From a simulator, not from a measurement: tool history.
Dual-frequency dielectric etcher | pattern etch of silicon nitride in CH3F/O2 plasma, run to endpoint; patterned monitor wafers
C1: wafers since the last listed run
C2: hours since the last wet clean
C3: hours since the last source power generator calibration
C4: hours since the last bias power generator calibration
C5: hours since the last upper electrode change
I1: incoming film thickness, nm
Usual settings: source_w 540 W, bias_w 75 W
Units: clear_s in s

run 1 hour=0.0 | source_w=540 bias_w=62 | C1=0 C2=388.7 C3=3042.9 C4=2446.4 C5=3310.4 | I1=90.3 | clear_s=92.6
-- hour=39.1 wet clean of the chamber
run 2 hour=55.6 | source_w=540 bias_w=62 | C1=249 C2=16.5 C3=3098.5 C4=2502.0 C5=3366.0 | I1=90.6 | clear_s=95.3
run 3 hour=99.5 | source_w=540 bias_w=62 | C1=345 C2=60.4 C3=3142.4 C4=2545.9 C5=3409.9 | I1=90.8 | clear_s=95.6
run 4 hour=153.8 | source_w=600 bias_w=75 | C1=427 C2=114.7 C3=3196.7 C4=2600.2 C5=3464.2 | I1=90.4 | clear_s=84.8
run 5 hour=220.0 | source_w=540 bias_w=75 | C1=521 C2=180.9 C3=3262.9 C4=2666.4 C5=3530.4 | I1=90.2 | clear_s=88.1
run 6 hour=298.7 | source_w=540 bias_w=75 | C1=620 C2=259.6 C3=3341.6 C4=2745.1 C5=3609.1 | I1=90.1 | clear_s=88.1
-- hour=388.2 wet clean of the chamber
run 7 hour=388.7 | source_w=540 bias_w=75 | C1=520 C2=0.5 C3=3431.6 C4=2835.1 C5=3699.1 | I1=90.5 | clear_s=90.0
run 8 hour=477.9 | source_w=540 bias_w=75 | C1=703 C2=89.7 C3=3520.8 C4=2924.3 C5=3788.3 | I1=90.6 | clear_s=89.6
-- hour=551.6 upper electrode replaced
run 9 hour=552.1 | source_w=470 bias_w=89 | C1=395 C2=163.9 C3=3595.0 C4=2998.5 C5=0.5 | I1=90.2 | clear_s=89.3
-- hour=566.9 source power generator calibrated
run 10 hour=621.6 | source_w=580 bias_w=80 | C1=516 C2=233.4 C3=54.7 C4=3068.0 C5=70.0 | I1=91.0 | clear_s=84.3
run 11 hour=695.9 | source_w=480 bias_w=75 | C1=585 C2=307.7 C3=129.0 C4=3142.3 C5=144.3 | I1=89.9 | clear_s=92.6
-- hour=715.5 bias power generator calibrated
-- hour=821.3 wet clean of the chamber
run 12 hour=821.8 | source_w=540 bias_w=75 | C1=771 C2=0.5 C3=254.9 C4=106.3 C5=270.2 | I1=91.0 | clear_s=90.6
run 13 hour=836.7 | source_w=650 bias_w=62 | C1=117 C2=15.4 C3=269.8 C4=121.2 C5=285.1 | I1=91.7 | clear_s=88.3
run 14 hour=898.8 | source_w=540 bias_w=75 | C1=489 C2=77.5 C3=331.9 C4=183.3 C5=347.2 | I1=89.9 | clear_s=88.0
run 15 hour=989.5 | source_w=500 bias_w=56 | C1=714 C2=168.2 C3=422.6 C4=274.0 C5=437.9 | I1=89.5 | clear_s=100.2
run 16 hour=1055.6 | source_w=580 bias_w=93 | C1=520 C2=234.3 C3=488.7 C4=340.1 C5=504.0 | I1=91.3 | clear_s=80.2

4 ways to go on from here, each from the tool as it stands after run 16. What would each give?
run A hour=1056.1 | source_w=540 bias_w=75 | C1=3 C2=234.8 C3=489.2 C4=340.6 C5=504.5 | I1=91.5 | clear_s=?
run B hour=1056.1 | source_w=670 bias_w=62 | C1=3 C2=234.8 C3=489.2 C4=340.6 C5=504.5 | I1=91.5 | clear_s=?
run C hour=1056.1 | source_w=450 bias_w=59 | C1=3 C2=234.8 C3=489.2 C4=340.6 C5=504.5 | I1=91.5 | clear_s=?
run D hour=1056.1 | source_w=540 bias_w=58 | C1=3 C2=234.8 C3=489.2 C4=340.6 C5=504.5 | I1=91.5 | clear_s=?

run=A clear_s=89.5
run=B clear_s=85.8
run=C clear_s=105.5
run=D clear_s=96.9
Without the tool's hidden state the same runs would have given:
run=A clear_s=90.9
run=B clear_s=87.2
run=C clear_s=107.1
run=D clear_s=98.4
